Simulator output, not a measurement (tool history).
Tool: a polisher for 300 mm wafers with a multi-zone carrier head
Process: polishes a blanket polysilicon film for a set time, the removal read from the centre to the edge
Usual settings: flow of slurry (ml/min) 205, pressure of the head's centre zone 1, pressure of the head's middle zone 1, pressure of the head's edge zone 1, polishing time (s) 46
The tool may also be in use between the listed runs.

run,hour,flow of slurry (ml/min),pressure of the head's centre zone,pressure of the head's middle zone,pressure of the head's edge zone,polishing time (s),"incoming thickness of the incoming film, nm",film removed at the wafer's centre (Å),film removed at mid-radius (Å),film removed at the wafer's edge (Å)
1,0,205,1,1.08,1,46,1045.9,2892,3128,2983
# hour 11.1: worn pad replaced by a new one
2,60.4,205,1.07,0.89,0.92,54,1039.9,3505,3145,3348
3,129.6,150,1,1,1.08,46,1061.8,2382,2481,2716
4,171,180,1,1,1,39,1043.9,2235,2357,2369
5,215.9,205,1.03,1,1.11,46,1020.7,2816,2857,3043
6,268.4,205,0.89,1,1,34,1047.3,1855,2050,2184
7,332.9,205,1.06,1,1,50,1025.4,2912,2954,3040
8,386.9,205,1,1,1,55,1046,3095,3258,3246
# hour 444.7: slurry nozzle cleaned
9,455.1,260,1,1.1,1.11,46,1044.9,3090,3409,3283
# hour 461.9: carrier head's membrane replaced by a new one
# hour 466.4: centre zone pressure recalibrated
10,485,205,1,1,1,46,1034.3,2869,3004,3037
# hour 488.7: edge zone pressure recalibrated
# hour 492: worn pad replaced by a new one
11,540,145,1.07,1.05,1.12,46,1042.1,2538,2828,2849
12,573.3,205,1,1,1,46,1045.4,2899,3063,3001
13,613.1,205,1,1,1,32,1046.9,2017,2058,2094
14,639,205,1,1,1,46,1040.5,2913,3016,2969
15,788.8,205,0.93,1,1,46,1026.6,2794,2917,2986
16,819.7,205,1.1,1,1,46,1054.6,3030,2927,2998
17,876.1,175,1,1,1.1,34,1037.7,1919,2016,2182
# hour 891: worn pad replaced by a new one
18,917.1,205,1.09,0.93,1,51,1040.2,3303,3134,3306
19,975,230,1,0.94,0.91,46,1048.5,2845,2773,2774
20,1021.5,205,1,1,1,46,1026.7,2725,2895,2893
21,1047.1,205,1,1,1,33,1054.2,1908,2037,2076
22,1072.9,205,1,1,0.94,46,1033.8,2634,2805,2717

Forecast each of these 4 alternatives for the next run:
A,1073.3,205,1,1,1,46,1040.5,?,?,?
B,1073.3,205,0.96,1,0.9,46,1040.5,?,?,?
C,1073.3,150,1,1,1,34,1040.5,?,?,?
D,1073.3,230,0.94,1,0.91,46,1040.5,?,?,?

run,film removed at the wafer's centre (Å),film removed at mid-radius (Å),film removed at the wafer's edge (Å)
A,2662,2717,2809
B,2595,2717,2673
C,1599,1678,1843
D,2672,2822,2760
Without the tool's hidden state the same runs would have given:
run,film removed at the wafer's centre (Å),film removed at mid-radius (Å),film removed at the wafer's edge (Å)
A,2916,2946,2979
B,2842,2947,2835
C,1890,1938,2026
D,2881,3019,2901

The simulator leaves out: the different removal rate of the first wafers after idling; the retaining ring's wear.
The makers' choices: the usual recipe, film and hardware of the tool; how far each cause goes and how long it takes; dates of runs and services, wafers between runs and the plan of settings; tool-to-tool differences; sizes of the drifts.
